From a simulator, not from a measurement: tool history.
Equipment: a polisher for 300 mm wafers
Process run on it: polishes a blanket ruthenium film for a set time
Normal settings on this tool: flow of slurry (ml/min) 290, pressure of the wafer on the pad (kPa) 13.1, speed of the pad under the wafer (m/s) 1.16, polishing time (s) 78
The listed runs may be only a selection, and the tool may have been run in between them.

run	hour	flow of slurry (ml/min)	pressure of the wafer on the pad (kPa)	speed of the pad under the wafer (m/s)	polishing time (s)	wafers since the last listed run	wafers polished on this pad	hours since the slurry nozzle was cleaned	hours since the head pressure was calibrated	incoming thickness of the incoming film, nm	film removed (nm)
1	0	290	13.1	1.08	78	0	4545	411.6	72.3	374.5	74.6
# hour 89.6: worn pad replaced by a new one
2	106.8	290	13.1	1.08	78	1275	213	518.4	179.1	376.8	82.4
3	213.2	290	13.1	1.16	78	1320	1533	624.8	285.5	374.9	84.9
# hour 228.4: slurry nozzle cleaned
4	275.2	290	13.1	1.16	78	757	2290	46.8	347.5	376.3	83
# hour 321.7: head pressure recalibrated
5	381	290	13.1	1.16	78	1288	3579	152.6	59.3	376.3	81.1
# hour 534.7: worn pad replaced by a new one
6	685.1	290	13.1	1.16	78	3724	1865	456.7	363.4	375.6	84.7
# hour 745.6: head pressure recalibrated
7	775.8	290	13.1	1.16	78	1100	2966	547.4	30.2	373.6	80.6
# hour 808.7: slurry nozzle cleaned
8	853.7	290	13.1	0.94	78	954	3921	45	108.1	382.5	63.6
9	896.4	290	13.1	0.94	78	529	4451	87.7	150.8	386.2	63.8
# hour 955: worn pad replaced by a new one
10	1001.5	290	13.1	0.94	78	1254	577	192.8	255.9	375.9	69.9
11	1077.7	290	13.1	1.16	78	945	1523	269	332.1	380.5	86.5
12	1150.2	290	13.1	1.16	78	899	2422	341.5	404.6	378.2	83.6
# hour 1168.3: head pressure recalibrated
13	1203.3	290	14.5	1.16	78	634	3056	394.6	35	372.1	92.6
14	1250	260	13.1	1.16	88	579	3636	441.3	81.7	373.4	90.3
15	1329.5	290	11	1	78	986	4623	520.8	161.2	382	58.9
# hour 1338.5: worn pad replaced by a new one
# hour 1403.8: slurry nozzle cleaned
16	1436.6	350	13.1	1.16	78	1267	1205	32.8	268.3	374.9	87.3
17	1512.1	290	13.1	1.16	91	936	2142	108.3	343.8	374.8	98
18	1560.4	290	15.2	1.16	57	599	2742	156.6	392.1	382.5	69.4
# hour 1632.7: head pressure recalibrated
19	1655.6	290	13.1	1.4	78	1156	3898	251.8	22.9	381.2	100.6
# hour 1728.4: worn pad replaced by a new one
20	1976	290	13.1	0.98	103	3926	3073	572.2	343.3	386	90
# hour 2001.6: head pressure recalibrated
21	2045.4	290	13.1	1.42	99	836	3909	641.6	43.8	378.1	125.9
# hour 2090.9: slurry nozzle cleaned
22	2094	290	13.1	1.16	78	590	4500	3.1	92.4	378.9	79.3

Each row is a separate what-if for the run after 22, all from the same tool condition, not one after another. Results?
A	2094.4	290	13.1	1.16	78	4	4505	3.5	92.8	376.1	?
B	2094.4	250	13.1	0.84	71	4	4505	3.5	92.8	376.1	?
C	2094.4	290	15.2	0.88	91	4	4505	3.5	92.8	376.1	?

run	film removed (nm)
A	81.3
B	52.8
C	83.3
What these runs would have given with no unlogged condition in the tool:
run	film removed (nm)
A	92.8
B	60.3
C	95.1
